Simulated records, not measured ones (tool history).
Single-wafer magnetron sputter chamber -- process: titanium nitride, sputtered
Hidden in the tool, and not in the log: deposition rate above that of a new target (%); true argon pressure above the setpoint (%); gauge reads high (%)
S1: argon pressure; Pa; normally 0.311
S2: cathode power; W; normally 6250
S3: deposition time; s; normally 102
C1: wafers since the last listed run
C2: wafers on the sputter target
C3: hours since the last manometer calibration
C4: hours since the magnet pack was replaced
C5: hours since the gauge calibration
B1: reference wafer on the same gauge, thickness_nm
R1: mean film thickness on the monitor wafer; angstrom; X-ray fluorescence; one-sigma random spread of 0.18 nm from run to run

| run | day | S1 | S2 | S3 | C1 | C2 | C3 | C4 | C5 | B1 | R1 |
|---|---|---|---|---|---|---|---|---|---|---|---|
| 1 | 0.000 | 0.311 | 6250 | 102 | 0 | 1000 | 1198.2 | 4122.4 | 101.8 | 100.004 | 1193.23 |
| 2 | 0.321 | 0.407 | 6250 | 102 | 69 | 1070 | 1205.9 | 4130.1 | 109.5 | 100.000 | 1142.82 |
| 3 | 0.883 | 0.407 | 6250 | 102 | 122 | 1192 | 1219.4 | 4143.6 | 123.0 | 100.020 | 1144.32 |
| 4 | 1.562 | 0.244 | 6250 | 116 | 147 | 1340 | 1235.7 | 4159.9 | 139.3 | 99.999 | 1392.02 |
| 5 | 1.829 | 0.244 | 6250 | 116 | 58 | 1399 | 1242.1 | 4166.3 | 145.7 | 99.987 | 1389.73 |
| 6 | 2.096 | 0.311 | 6250 | 102 | 58 | 1457 | 1248.5 | 4172.7 | 152.1 | 99.981 | 1189.15 |
| 7 | 2.533 | 0.311 | 7000 | 102 | 95 | 1552 | 1259.0 | 4183.2 | 162.6 | 100.019 | 1331.69 |
|  | 2.858 | gauge calibrated |
| 8 | 3.238 | 0.311 | 5650 | 102 | 153 | 1705 | 1275.9 | 4200.1 | 9.1 | 100.009 | 1074.25 |
|  | 3.804 | capacitance manometer re-zeroed and calibrated |
|  | 4.788 | magnet pack replaced |
| 9 | 4.808 | 0.311 | 6250 | 102 | 196 | 1902 | 24.1 | 0.5 | 46.8 | 100.024 | 1185.23 |
| 10 | 5.142 | 0.385 | 6650 | 108 | 72 | 1975 | 32.1 | 8.5 | 54.8 | 100.004 | 1292.87 |
| 11 | 5.721 | 0.352 | 5750 | 94 | 126 | 2101 | 46.0 | 22.4 | 68.7 | 99.988 | 984.50 |
|  | 6.238 | sputter target and shields replaced |
| 12 | 6.258 | 0.383 | 6250 | 102 | 44 | 4 | 58.9 | 35.3 | 81.6 | 100.001 | 1166.65 |
| 13 | 6.746 | 0.221 | 5450 | 111 | 106 | 110 | 70.6 | 47.0 | 93.3 | 100.018 | 1185.24 |
| 14 | 8.533 | 0.311 | 6250 | 102 | 389 | 499 | 113.5 | 89.9 | 136.2 | 99.960 | 1199.35 |

Some steps in R1 between neighbouring runs. How much of each would the tool show without its hidden state too (settings, what came in, random variation), and how much is left for the hidden state, with any gauge scatter that isn't in both results?
Run 10 -> 11: S1 0.385 -> 0.352, S2 6650 -> 5750, S3 108 -> 94. R1 -308.37 angstrom: hidden state +4.22, all else -312.59.
Run 11 -> 12: S1 0.352 -> 0.383, S2 5750 -> 6250, S3 94 -> 102, sputter target and shields replaced. R1 +182.15 angstrom: hidden state +15.40, all else +166.75.
